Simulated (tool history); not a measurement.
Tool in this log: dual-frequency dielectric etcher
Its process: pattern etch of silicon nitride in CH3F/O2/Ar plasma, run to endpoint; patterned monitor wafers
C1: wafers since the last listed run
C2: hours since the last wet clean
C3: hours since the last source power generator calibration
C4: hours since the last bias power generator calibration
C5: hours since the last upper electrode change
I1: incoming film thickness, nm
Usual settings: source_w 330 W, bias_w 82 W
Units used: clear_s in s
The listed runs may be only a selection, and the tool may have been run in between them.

{"run": 1, "hour": 0.0, "source_w": 330, "bias_w": 82, "C1": 0, "C2": 54.9, "C3": 1638.9, "C4": 2944.5, "C5": 4497.3, "I1": 44.01, "clear_s": 67.4}
{"run": 2, "hour": 64.6, "source_w": 330, "bias_w": 82, "C1": 806, "C2": 119.5, "C3": 1703.5, "C4": 3009.1, "C5": 4561.9, "I1": 44.69, "clear_s": 67.6}
{"run": 3, "hour": 98.4, "source_w": 290, "bias_w": 82, "C1": 422, "C2": 153.3, "C3": 1737.3, "C4": 3042.9, "C5": 4595.7, "I1": 44.42, "clear_s": 71.3}
{"run": 4, "hour": 144.7, "source_w": 290, "bias_w": 82, "C1": 578, "C2": 199.6, "C3": 1783.6, "C4": 3089.2, "C5": 4642.0, "I1": 44.06, "clear_s": 70.0}
{"run": 5, "hour": 171.2, "source_w": 330, "bias_w": 82, "C1": 330, "C2": 226.1, "C3": 1810.1, "C4": 3115.7, "C5": 4668.5, "I1": 44.21, "clear_s": 67.6}
{"run": 6, "hour": 236.3, "source_w": 330, "bias_w": 82, "C1": 812, "C2": 291.2, "C3": 1875.2, "C4": 3180.8, "C5": 4733.6, "I1": 44.3, "clear_s": 65.5}
{"run": 7, "hour": 282.6, "source_w": 330, "bias_w": 92, "C1": 578, "C2": 337.5, "C3": 1921.5, "C4": 3227.1, "C5": 4779.9, "I1": 43.94, "clear_s": 62.1}
{"hour": 340.2, "done": "source power generator calibrated"}
{"run": 8, "hour": 340.9, "source_w": 330, "bias_w": 82, "C1": 677, "C2": 395.8, "C3": 0.7, "C4": 3285.4, "C5": 4838.2, "I1": 44.14, "clear_s": 65.7}
{"run": 9, "hour": 395.5, "source_w": 330, "bias_w": 82, "C1": 681, "C2": 450.4, "C3": 55.3, "C4": 3340.0, "C5": 4892.8, "I1": 43.96, "clear_s": 65.3}
{"run": 10, "hour": 420.5, "source_w": 330, "bias_w": 82, "C1": 312, "C2": 475.4, "C3": 80.3, "C4": 3365.0, "C5": 4917.8, "I1": 44.03, "clear_s": 65.1}
{"hour": 469.7, "done": "wet clean of the chamber"}
{"run": 11, "hour": 470.2, "source_w": 330, "bias_w": 82, "C1": 320, "C2": 0.5, "C3": 130.0, "C4": 3414.7, "C5": 4967.5, "I1": 43.92, "clear_s": 73.6}
{"run": 12, "hour": 526.6, "source_w": 330, "bias_w": 82, "C1": 704, "C2": 56.9, "C3": 186.4, "C4": 3471.1, "C5": 5023.9, "I1": 44.56, "clear_s": 72.7}
{"hour": 541.3, "done": "bias power generator calibrated"}
{"run": 13, "hour": 561.6, "source_w": 290, "bias_w": 75, "C1": 387, "C2": 91.9, "C3": 221.4, "C4": 20.3, "C5": 5058.9, "I1": 44.42, "clear_s": 79.6}
{"hour": 590.5, "done": "wet clean of the chamber, repeated, since the last time left the tool worse"}
{"run": 14, "hour": 603.5, "source_w": 260, "bias_w": 89, "C1": 223, "C2": 13.0, "C3": 263.3, "C4": 62.2, "C5": 5100.8, "I1": 43.79, "clear_s": 70.1}
{"run": 15, "hour": 629.9, "source_w": 330, "bias_w": 82, "C1": 329, "C2": 39.4, "C3": 289.7, "C4": 88.6, "C5": 5127.2, "I1": 44.31, "clear_s": 68.4}
{"run": 16, "hour": 682.8, "source_w": 330, "bias_w": 89, "C1": 660, "C2": 92.3, "C3": 342.6, "C4": 141.5, "C5": 5180.1, "I1": 44.14, "clear_s": 65.3}
{"hour": 730.5, "done": "upper electrode replaced"}
{"run": 17, "hour": 731.0, "source_w": 380, "bias_w": 90, "C1": 302, "C2": 140.5, "C3": 390.8, "C4": 189.7, "C5": 0.5, "I1": 43.54, "clear_s": 59.5}
{"run": 18, "hour": 761.1, "source_w": 330, "bias_w": 97, "C1": 375, "C2": 170.6, "C3": 420.9, "C4": 219.8, "C5": 30.6, "I1": 43.89, "clear_s": 60.9}
{"run": 19, "hour": 877.8, "source_w": 300, "bias_w": 99, "C1": 1457, "C2": 287.3, "C3": 537.6, "C4": 336.5, "C5": 147.3, "I1": 44.21, "clear_s": 62.9}
{"run": 20, "hour": 905.1, "source_w": 380, "bias_w": 74, "C1": 340, "C2": 314.6, "C3": 564.9, "C4": 363.8, "C5": 174.6, "I1": 44.11, "clear_s": 66.6}
{"run": 21, "hour": 933.4, "source_w": 260, "bias_w": 75, "C1": 353, "C2": 342.9, "C3": 593.2, "C4": 392.1, "C5": 202.9, "I1": 44.26, "clear_s": 76.0}
{"run": 22, "hour": 968.9, "source_w": 370, "bias_w": 82, "C1": 443, "C2": 378.4, "C3": 628.7, "C4": 427.6, "C5": 238.4, "I1": 43.79, "clear_s": 62.5}

Branching from run 22: 4 alternative next runs. What would each branch give?
{"run": "A", "hour": 969.3, "source_w": 330, "bias_w": 63, "C1": 4, "C2": 378.8, "C3": 629.1, "C4": 428.0, "C5": 238.8, "I1": 44.03, "clear_s": "?"}
{"run": "B", "hour": 969.3, "source_w": 280, "bias_w": 96, "C1": 4, "C2": 378.8, "C3": 629.1, "C4": 428.0, "C5": 238.8, "I1": 44.03, "clear_s": "?"}
{"run": "C", "hour": 969.3, "source_w": 280, "bias_w": 87, "C1": 4, "C2": 378.8, "C3": 629.1, "C4": 428.0, "C5": 238.8, "I1": 44.03, "clear_s": "?"}
{"run": "D", "hour": 969.3, "source_w": 300, "bias_w": 65, "C1": 4, "C2": 378.8, "C3": 629.1, "C4": 428.0, "C5": 238.8, "I1": 44.03, "clear_s": "?"}

run=A clear_s=77.1
run=B clear_s=63.9
run=C clear_s=67.5
run=D clear_s=78.3
Without the tool's unlogged condition, the same runs would have read:
run=A clear_s=79.1
run=B clear_s=65.6
run=C clear_s=69.3
run=D clear_s=80.4
